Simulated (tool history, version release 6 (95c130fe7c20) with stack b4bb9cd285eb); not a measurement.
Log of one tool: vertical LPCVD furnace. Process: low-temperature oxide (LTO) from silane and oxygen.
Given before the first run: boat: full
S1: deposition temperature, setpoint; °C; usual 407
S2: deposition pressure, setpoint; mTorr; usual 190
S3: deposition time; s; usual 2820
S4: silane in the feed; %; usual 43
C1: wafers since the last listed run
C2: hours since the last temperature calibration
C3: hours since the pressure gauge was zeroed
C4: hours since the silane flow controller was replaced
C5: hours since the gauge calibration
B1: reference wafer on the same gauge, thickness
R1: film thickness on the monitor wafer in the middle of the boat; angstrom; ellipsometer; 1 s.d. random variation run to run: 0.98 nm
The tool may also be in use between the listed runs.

run	hour	S1	S2	S3	S4	C1	C2	C3	C4	C5	B1	R1
1	0	407	190	2820	43	0	3452.2	3552.1	2057.5	330.5	545.1	4476.9
2	19.8	407	190	2820	43	308	3472	3571.9	2077.3	350.3	545.28	4466.6
3	37.4	407	205	2820	43	273	3489.6	3589.5	2094.9	367.9	545.23	4855.5
4	56.1	407	205	2820	43	291	3508.3	3608.2	2113.6	386.6	544.99	4825.2
5	74.1	407	190	2820	37	280	3526.3	3626.2	2131.6	404.6	545.45	3749.7
6	89.7	407	190	2820	43	242	3541.9	3641.8	2147.2	420.2	544.81	4468
7	102.8	407	190	2820	43	203	3555	3654.9	2160.3	433.3	545.03	4458.5
8	110.2	407	190	3690	43	115	3562.4	3662.3	2167.7	440.7	544.89	5828.9
9	120.9	407	190	3690	43	166	3573.1	3673	2178.4	451.4	544.97	5854
# hour 135.3: gauge calibrated
10	141.1	407	190	3690	43	314	3593.3	3693.2	2198.6	5.8	544.92	5836.4
11	161.2	407	190	2070	43	312	3613.4	3713.3	2218.7	25.9	545.01	3271.9
12	177.6	412	190	2820	43	255	3629.8	3729.7	2235.1	42.3	544.95	4697
13	190.5	407	190	2820	43	200	3642.7	3742.6	2248	55.2	545.1	4448.8
# hour 215.7: silane flow controller replaced
14	216.2	407	190	2820	43	26	3668.4	3768.3	0.5	80.9	544.97	4461.6
15	221.5	411	190	1920	43	82	3673.7	3773.6	5.8	86.2	545.03	3176.4
16	231.2	414	170	2820	43	151	3683.4	3783.3	15.5	95.9	544.72	4282.3
17	245	415	235	3690	43	214	3697.2	3797.1	29.3	109.7	545.02	7914.5
18	254.8	407	190	3270	43	152	3707	3806.9	39.1	119.5	545.01	5170.5
19	275.9	401	155	2250	47	328	3728.1	3828	60.2	140.6	544.99	2965.5
# hour 307.9: pressure gauge zeroed
20	308.4	407	165	2820	43	132	3760.6	0.5	92.7	173.1	545.1	4306.5
21	313.7	407	230	2370	46	82	3765.9	5.8	98	178.4	545.1	5277.1
# hour 346.2: thermocouples replaced and temperature profile calibrated
22	346.7	402	190	2820	43	140	0.5	38.8	131	211.4	545	4649.8
23	352	414	190	2820	50	82	5.8	44.1	136.3	216.7	544.85	6056.7
24	359.6	407	190	2820	43	118	13.4	51.7	143.9	224.3	545.27	4912.9
# hour 388.8: pressure gauge zeroed, repeated, since the last time left the tool worse
25	389.3	407	190	2820	43	88	43.1	0.5	173.6	254	544.9	4611.8
26	399.7	407	190	3270	43	161	53.5	10.9	184	264.4	545.14	5369.8
27	419.5	407	190	2820	43	308	73.3	30.7	203.8	284.2	544.94	4616.2
28	443.2	407	190	2820	43	368	97	54.4	227.5	307.9	545.11	4634.7
29	462.7	403	230	2490	48	303	116.5	73.9	247	327.4	545.08	5290.4
30	482.4	411	165	1890	43	306	136.2	93.6	266.7	347.1	544.88	2805.7
31	502	407	205	2280	43	305	155.8	113.2	286.3	366.7	545.06	4033.8
32	511.4	407	190	3810	43	146	165.2	122.6	295.7	376.1	545.02	6238.1

Below are 3 alternative next runs, each starting from the tool's condition after run 32. Predict each:
A	516.8	407	190	1950	43	84	170.6	128	301.1	381.5	?	?
B	516.8	401	190	1980	43	84	170.6	128	301.1	381.5	?	?
C	516.8	407	190	2820	39	84	170.6	128	301.1	381.5	?	?

run	B1	R1
A	544.94	3192.1
B	544.94	3041.5
C	544.94	4132
Stripped of hidden state, with their random variation kept, the same runs would have yielded:
run	R1
A	3185.9
B	3035.6
C	4124
